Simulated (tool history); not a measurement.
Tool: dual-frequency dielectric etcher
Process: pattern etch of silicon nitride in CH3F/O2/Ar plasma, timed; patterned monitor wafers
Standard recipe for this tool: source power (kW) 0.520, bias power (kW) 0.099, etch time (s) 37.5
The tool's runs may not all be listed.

run,hour,source power (kW),bias power (kW),etch time (s),wafers since the last listed run,hours since the last wet clean,hours since the last source power generator calibration,hours since the last bias power generator calibration,hours since the last upper electrode change,hours since the gauge calibration,"read-back reference wafer on the same gauge, depth_nm",mean etch depth across the wafer (Å)
1,0.0,0.520,0.094,37.5,0,391.9,3258.5,4465.2,4025.0,780.8,31.19,334.2
2,90.0,0.520,0.099,37.5,689,481.9,3348.5,4555.2,4115.0,870.8,31.17,339.4
# hour 152.3: wet clean of the chamber
3,179.9,0.520,0.099,37.5,505,27.6,3438.4,4645.1,4204.9,960.7,31.23,343.0
4,237.4,0.520,0.099,37.5,440,85.1,3495.9,4702.6,4262.4,1018.2,31.21,346.9
5,294.1,0.520,0.099,37.5,434,141.8,3552.6,4759.3,4319.1,1074.9,31.18,344.2
6,370.2,0.520,0.099,37.5,583,217.9,3628.7,4835.4,4395.2,1151.0,31.15,335.8
# hour 546.3: source power generator calibrated
7,553.0,0.520,0.099,37.5,1370,400.7,6.7,5018.2,4578.0,1333.8,31.16,336.5
# hour 557.4: gauge calibrated
8,620.5,0.580,0.099,37.5,517,468.2,74.2,5085.7,4645.5,63.1,31.22,356.9
9,680.5,0.520,0.099,37.5,459,528.2,134.2,5145.7,4705.5,123.1,31.21,335.3
10,746.3,0.520,0.099,42.0,504,594.0,200.0,5211.5,4771.3,188.9,31.14,375.0
# hour 778.5: wet clean of the chamber
11,830.0,0.520,0.099,37.5,457,51.5,283.7,5295.2,4855.0,272.6,31.17,325.4
# hour 871.6: upper electrode replaced
12,903.4,0.450,0.099,42.5,378,124.9,357.1,5368.6,31.8,346.0,31.24,344.2
13,950.2,0.520,0.114,30.0,358,171.7,403.9,5415.4,78.6,392.8,31.29,278.3
# hour 1016.5: bias power generator calibrated
# hour 1020.8: wet clean of the chamber, repeated, since the last time left the tool worse
14,1021.3,0.520,0.099,46.0,480,0.5,475.0,4.8,149.7,463.9,31.16,425.2
15,1094.6,0.610,0.079,27.5,561,73.8,548.3,78.1,223.0,537.2,31.19,242.7
16,1142.1,0.610,0.118,37.5,364,121.3,595.8,125.6,270.5,584.7,31.16,396.6
17,1185.5,0.520,0.099,47.0,332,164.7,639.2,169.0,313.9,628.1,31.16,428.1
18,1256.3,0.420,0.099,32.5,542,235.5,710.0,239.8,384.7,698.9,31.16,273.8
19,1294.5,0.650,0.111,31.5,292,273.7,748.2,278.0,422.9,737.1,31.17,327.4
20,1353.8,0.520,0.099,37.5,454,333.0,807.5,337.3,482.2,796.4,31.19,335.3

Some steps in mean etch depth across the wafer (Å) between neighbouring runs. How much of each would the tool show without its hidden state too (settings, what came in, random variation), and how much is left for the hidden state, with any gauge scatter that isn't in both results?
What the log doesn't record here: etch rate over this chamber's usual, %; source power that arrives over what is set, %; bias power that arrives over what is set, %; gauge reads high (%).
Run 10 -> 11: etch time (s) 42.0 -> 37.5, wet clean of the chamber. mean etch depth across the wafer (Å) -49.6: hidden state -8.1, all else -41.5.
Run 13 -> 14: bias power (kW) 0.114 -> 0.099, etch time (s) 30.0 -> 46.0, bias power generator calibrated, wet clean of the chamber, repeated, since the last time left the tool worse. mean etch depth across the wafer (Å) +146.9: hidden state +18.5, all else +128.4.
Run 14 -> 15: source power (kW) 0.520 -> 0.610, bias power (kW) 0.099 -> 0.079, etch time (s) 46.0 -> 27.5. mean etch depth across the wafer (Å) -182.5: hidden state -0.4, all else -182.1.
Run 17 -> 18: source power (kW) 0.520 -> 0.420, etch time (s) 47.0 -> 32.5. mean etch depth across the wafer (Å) -154.3: hidden state +0.7, all else -155.0.
